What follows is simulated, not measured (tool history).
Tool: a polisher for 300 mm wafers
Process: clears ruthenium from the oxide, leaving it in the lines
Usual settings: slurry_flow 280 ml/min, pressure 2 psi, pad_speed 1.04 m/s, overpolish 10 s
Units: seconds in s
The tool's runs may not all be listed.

run    hour  slurry_flow  pressure  pad_speed  overpolish  incoming thickness of the incoming film, nm  seconds
  1       0          280       1.7       1.04          14                                         90.3     93.6
  2    62.5          280       1.7       1.04          14                                         90.6     94.1
      121.7  -- worn pad replaced by a new one
  3   122.2          280       1.7       1.04          14                                         88.9     88.6
  4   175.3          280         2       1.04          10                                           92     77.5
  5   232.6          280         2       1.04          15                                         90.9     74.6
      262.8  -- head pressure recalibrated
  6     272          280         2       1.04          15                                         90.1     83.4
  7     342          280         2       1.04          15                                         89.7     80.6
      349.2  -- worn pad replaced by a new one, of another model than before
  8   374.7          280         2       1.04          10                                           90     82.3
  9   436.3          280         2       1.04          10                                         88.2     79.6
      492.9  -- slurry nozzle cleaned
 10     502          280       2.5       1.04          12                                           91     70.9
      583.4  -- worn pad replaced by a new one
 11   665.8          340       2.5       1.16          16                                         90.1     62.4
 12   705.4          280       2.4       1.04          10                                         90.3     70.7
      736.7  -- head pressure recalibrated
 13     757          280         2       1.04          10                                         91.9     82.8
      787.2  -- worn pad replaced by a new one
 14   800.3          280       1.4       1.18          10                                         91.7     87.4
 15   850.9          225       1.5        1.3          15                                         89.8     83.8
 16     892          280       2.5       1.04          15                                         91.3     73.5
     1036.3  -- worn pad replaced by a new one
 17  1067.3          225       2.4       1.38          10                                         89.3     58.8
 18  1106.6          305       2.4       1.04          10                                         90.1       72
 19  1171.4          280         2       1.04          10                                           90     80.3

4 ways to go on from here, each from the tool as it stands after run 19. What would each give?
  A  1171.8          280         2       1.04          10                                         90.5        ?
  B  1171.8          280       1.5       1.04          10                                         90.5        ?
  C  1171.8          280       1.4       1.04          10                                         90.5        ?
  D  1171.8          250       1.7       1.38          13                                         90.5        ?

run  seconds
  A     78.9
  B     90.7
  C     93.5
  D     69.8
Without the tool's hidden state the same runs would have given:
run  seconds
  A     81.9
  B     94.2
  C     97.1
  D     72.5
